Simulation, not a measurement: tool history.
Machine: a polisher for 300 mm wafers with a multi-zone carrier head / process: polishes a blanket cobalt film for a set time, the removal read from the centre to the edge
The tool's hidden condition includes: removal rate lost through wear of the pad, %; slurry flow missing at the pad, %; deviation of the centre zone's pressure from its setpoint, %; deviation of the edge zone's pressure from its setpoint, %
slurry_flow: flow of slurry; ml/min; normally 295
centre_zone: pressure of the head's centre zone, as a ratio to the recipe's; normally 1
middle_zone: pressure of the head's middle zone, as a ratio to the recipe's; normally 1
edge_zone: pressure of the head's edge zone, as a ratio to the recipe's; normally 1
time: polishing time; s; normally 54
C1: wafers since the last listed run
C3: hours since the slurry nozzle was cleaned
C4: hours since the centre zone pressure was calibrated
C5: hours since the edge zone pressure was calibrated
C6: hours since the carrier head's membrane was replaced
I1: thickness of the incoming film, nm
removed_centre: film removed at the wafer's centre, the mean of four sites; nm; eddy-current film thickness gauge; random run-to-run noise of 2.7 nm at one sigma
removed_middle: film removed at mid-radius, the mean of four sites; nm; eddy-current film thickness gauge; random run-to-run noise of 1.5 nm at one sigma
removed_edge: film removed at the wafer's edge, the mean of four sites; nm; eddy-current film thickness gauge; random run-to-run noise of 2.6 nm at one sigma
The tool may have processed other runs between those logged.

Run 1, hour 0: usual settings; C1 0; wafers polished on this pad 265; C3 442.8; C4 219.7; C5 483.9; C6 1213.1; I1 1320.7. Result: removed_centre 212.1 nm, removed_middle 185.8 nm, removed_edge 187.6 nm.
Run 2, hour 17.5: usual settings; C1 202; wafers polished on this pad 467; C3 460.3; C4 237.2; C5 501.4; C6 1230.6; I1 1312.5. Result: removed_centre 208.6 nm, removed_middle 188.4 nm, removed_edge 191.6 nm.
Run 3, hour 33.1: usual settings but middle_zone 0.96; C1 180; wafers polished on this pad 648; C3 475.9; C4 252.8; C5 517; C6 1246.2; I1 1326.9. Result: removed_centre 212.3 nm, removed_middle 176.7 nm, removed_edge 191.3 nm.
Run 4, hour 48.7: usual settings but middle_zone 0.96; C1 180; wafers polished on this pad 828; C3 491.5; C4 268.4; C5 532.6; C6 1261.8; I1 1311.8. Result: removed_centre 212.9 nm, removed_middle 182.3 nm, removed_edge 193.8 nm.
Run 5, hour 56: usual settings; C1 84; wafers polished on this pad 912; C3 498.8; C4 275.7; C5 539.9; C6 1269.1; I1 1304.3. Result: removed_centre 206.2 nm, removed_middle 185.4 nm, removed_edge 190.2 nm.
Run 6, hour 67.8: usual settings; C1 136; wafers polished on this pad 1049; C3 510.6; C4 287.5; C5 551.7; C6 1280.9; I1 1310.3. Result: removed_centre 208.4 nm, removed_middle 185.7 nm, removed_edge 189.8 nm.
Run 7, hour 79.1: usual settings; C1 130; wafers polished on this pad 1180; C3 521.9; C4 298.8; C5 563; C6 1292.2; I1 1295.3. Result: removed_centre 209.1 nm, removed_middle 186.6 nm, removed_edge 194.1 nm.
At hour 88.3: carrier head's membrane replaced by a new one.
Run 8, hour 94.7: usual settings; C1 122; wafers polished on this pad 1302; C3 537.5; C4 314.4; C5 578.6; C6 6.4; I1 1324.4. Result: removed_centre 211.1 nm, removed_middle 186.3 nm, removed_edge 195.7 nm.
At hour 98.9: worn pad replaced by a new one.
At hour 102: edge zone pressure recalibrated.
Run 9, hour 103.3: usual settings but slurry_flow 235 ml/min, middle_zone 1.09; C1 30; wafers polished on this pad 28; C3 546.1; C4 323; C5 1.3; C6 15; I1 1307.5. Result: removed_centre 208.7 nm, removed_middle 196.1 nm, removed_edge 184.9 nm.
Run 10, hour 110.8: usual settings but slurry_flow 235 ml/min, middle_zone 1.09; C1 86; wafers polished on this pad 114; C3 553.6; C4 330.5; C5 8.8; C6 22.5; I1 1339.2. Result: removed_centre 204.1 nm, removed_middle 198.1 nm, removed_edge 186.9 nm.
At hour 120.4: centre zone pressure recalibrated.
Run 11, hour 126: usual settings but middle_zone 1.09; C1 152; wafers polished on this pad 267; C3 568.8; C4 5.6; C5 24; C6 37.7; I1 1329.5. Result: removed_centre 191.3 nm, removed_middle 201.5 nm, removed_edge 193.1 nm.
Run 12, hour 142.8: usual settings but slurry_flow 265 ml/min, time 62 s; C1 194; wafers polished on this pad 461; C3 585.6; C4 22.4; C5 40.8; C6 54.5; I1 1332.6. Result: removed_centre 222.4 nm, removed_middle 213.3 nm, removed_edge 217.5 nm.
At hour 152.8: slurry nozzle cleaned.
Run 13, hour 156.6: usual settings but middle_zone 1.03; C1 147; wafers polished on this pad 609; C3 3.8; C4 36.2; C5 54.6; C6 68.3; I1 1335.6. Result: removed_centre 197.8 nm, removed_middle 193.8 nm, removed_edge 190.6 nm.
At hour 207.4: worn pad replaced by a new one.
Run 14, hour 208.7: usual settings but slurry_flow 395 ml/min, centre_zone 0.89, middle_zone 0.96, edge_zone 0.9; C1 556; wafers polished on this pad 15; C3 55.9; C4 88.3; C5 106.7; C6 120.4; I1 1325. Result: removed_centre 184.3 nm, removed_middle 185.4 nm, removed_edge 188.2 nm.
Run 15, hour 221.5: usual settings; C1 147; wafers polished on this pad 163; C3 68.7; C4 101.1; C5 119.5; C6 133.2; I1 1327. Result: removed_centre 200.5 nm, removed_middle 187.3 nm, removed_edge 193.9 nm.
Run 16, hour 228.4: usual settings but middle_zone 1.04, edge_zone 1.04, time 38 s; C1 79; wafers polished on this pad 242; C3 75.6; C4 108; C5 126.4; C6 140.1; I1 1319.9. Result: removed_centre 142.6 nm, removed_middle 135.2 nm, removed_edge 139 nm.
Run 17, hour 238.4: usual settings but middle_zone 0.97; C1 115; wafers polished on this pad 358; C3 85.6; C4 118; C5 136.4; C6 150.1; I1 1315.6. Result: removed_centre 202.7 nm, removed_middle 181.3 nm, removed_edge 187 nm.
Run 18, hour 247.7: usual settings; C1 107; wafers polished on this pad 466; C3 94.9; C4 127.3; C5 145.7; C6 159.4; I1 1329.3. Result: removed_centre 204.3 nm, removed_middle 187.4 nm, removed_edge 189.4 nm.
Run 19, hour 263.5: usual settings but time 62 s; C1 182; wafers polished on this pad 648; C3 110.7; C4 143.1; C5 161.5; C6 175.2; I1 1325.5. Result: removed_centre 237 nm, removed_middle 214.8 nm, removed_edge 216.1 nm.
Run 20, hour 280.8: usual settings but edge_zone 0.95; C1 200; wafers polished on this pad 848; C3 128; C4 160.4; C5 178.8; C6 192.5; I1 1302.7. Result: removed_centre 207.3 nm, removed_middle 186.3 nm, removed_edge 189.2 nm.
Run 21, hour 290.9: usual settings; C1 116; wafers polished on this pad 965; C3 138.1; C4 170.5; C5 188.9; C6 202.6; I1 1345.2. Result: removed_centre 203.7 nm, removed_middle 186.1 nm, removed_edge 192.8 nm.

Difference, measured minus no-hidden-state, one row per run. Run-to-run variation is common to both terms; the gauge's own scatter need not be:
run  removed_centre
  1           +19.1
  2           +19.1
  3           +19.6
  4             +20
  5           +19.3
  6           +19.7
  7           +19.8
  8           +20.2
  9           +20.1
 10           +19.6
 11            -0.3
 12            +2.4
 13            +3.8
 14            +7.9
 15            +9.4
 16              +7
 17           +10.5
 18             +11
 19           +13.6
 20           +12.6
 21           +12.6
For removed_middle, the value without the hidden state is never more than 0.2 nm from the measured value.
removed_edge: measured minus the no-hidden-state value equals 0 in all runs.
